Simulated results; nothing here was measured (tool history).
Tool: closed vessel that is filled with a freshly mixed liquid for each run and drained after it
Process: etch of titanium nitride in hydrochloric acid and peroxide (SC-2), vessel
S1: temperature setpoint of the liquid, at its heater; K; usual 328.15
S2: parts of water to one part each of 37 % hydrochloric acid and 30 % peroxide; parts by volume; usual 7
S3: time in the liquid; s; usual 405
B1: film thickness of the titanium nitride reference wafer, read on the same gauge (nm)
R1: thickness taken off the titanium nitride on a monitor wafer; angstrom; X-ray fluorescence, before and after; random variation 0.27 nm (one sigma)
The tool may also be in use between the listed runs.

| run | hour | S1 | S2 | S3 | B1 | R1 |
|---|---|---|---|---|---|---|
| 1 | 0 | 328.15 | 7 | 405 | 130.04 | 463.7 |
| 2 | 26.3 | 328.15 | 7 | 405 | 130 | 464.3 |
| 3 | 48.7 | 328.15 | 7 | 405 | 130.05 | 462 |
| 4 | 63.2 | 328.15 | 7 | 405 | 129.99 | 471 |
| 5 | 95.9 | 328.15 | 7 | 405 | 129.98 | 463.3 |
| 6 | 139.4 | 328.15 | 7 | 405 | 129.97 | 468.3 |
| 7 | 198.1 | 328.15 | 7 | 405 | 130.02 | 466.8 |
|  | 201.6 | chemicals flow meter replaced |
| 8 | 230.6 | 328.15 | 7 | 405 | 129.98 | 463.1 |
| 9 | 256.5 | 328.15 | 7 | 405 | 130.02 | 467.8 |
|  | 272.2 | new drum of peroxide connected |
| 10 | 291.4 | 328.15 | 7 | 405 | 129.99 | 471.7 |
| 11 | 313 | 328.15 | 7 | 405 | 130.03 | 466.4 |
| 12 | 346.2 | 324.15 | 4 | 510 | 130 | 695.3 |
| 13 | 369.1 | 321.15 | 4 | 250 | 129.99 | 276.8 |
| 14 | 403.7 | 328.15 | 7 | 315 | 130.01 | 364.4 |
| 15 | 436.5 | 328.15 | 7 | 405 | 129.99 | 473.7 |
| 16 | 459.2 | 328.15 | 7 | 405 | 130 | 474.1 |
|  | 466.7 | gauge calibrated |
| 17 | 475.3 | 333.65 | 5.5 | 405 | 130.01 | 812.7 |
| 18 | 501.8 | 324.15 | 8 | 345 | 129.97 | 279.8 |
|  | 527.1 | thermometer replaced |
| 19 | 536.8 | 333.65 | 10 | 615 | 130.02 | 662.3 |
| 20 | 558.7 | 320.15 | 8 | 485 | 129.98 | 260 |
| 21 | 588.3 | 328.15 | 4 | 405 | 130.01 | 622.1 |
| 22 | 603.2 | 333.65 | 4.5 | 405 | 130 | 808.5 |
| 23 | 625.9 | 328.15 | 7 | 405 | 129.99 | 418 |
| 24 | 641.3 | 328.15 | 8.5 | 405 | 129.99 | 354.6 |
| 25 | 655.8 | 318.65 | 7 | 170 | 129.98 | 92.9 |
| 26 | 679.2 | 337.65 | 7 | 540 | 130.04 | 985.3 |
| 27 | 700.9 | 328.15 | 9 | 405 | 129.95 | 340.8 |
| 28 | 715.2 | 328.15 | 7 | 405 | 129.95 | 415.6 |

Forecast each of these 5 alternatives for the next run:
| A | 716 | 328.15 | 5.5 | 405 | ? | ? |
| B | 716 | 318.65 | 8 | 405 | ? | ? |
| C | 716 | 333.65 | 4.5 | 295 | ? | ? |
| D | 716 | 328.15 | 7 | 475 | ? | ? |
| E | 716 | 328.15 | 10 | 405 | ? | ? |

| run | B1 | R1 |
|---|---|---|
| A | 130.04 | 498.9 |
| B | 130.04 | 198.9 |
| C | 130.04 | 594.7 |
| D | 130.04 | 487.6 |
| E | 130.04 | 311.8 |
Without the tool's hidden state the same runs would have given:
| run | R1 |
|---|---|
| A | 494.1 |
| B | 196.9 |
| C | 589.2 |
| D | 482.9 |
| E | 308.8 |

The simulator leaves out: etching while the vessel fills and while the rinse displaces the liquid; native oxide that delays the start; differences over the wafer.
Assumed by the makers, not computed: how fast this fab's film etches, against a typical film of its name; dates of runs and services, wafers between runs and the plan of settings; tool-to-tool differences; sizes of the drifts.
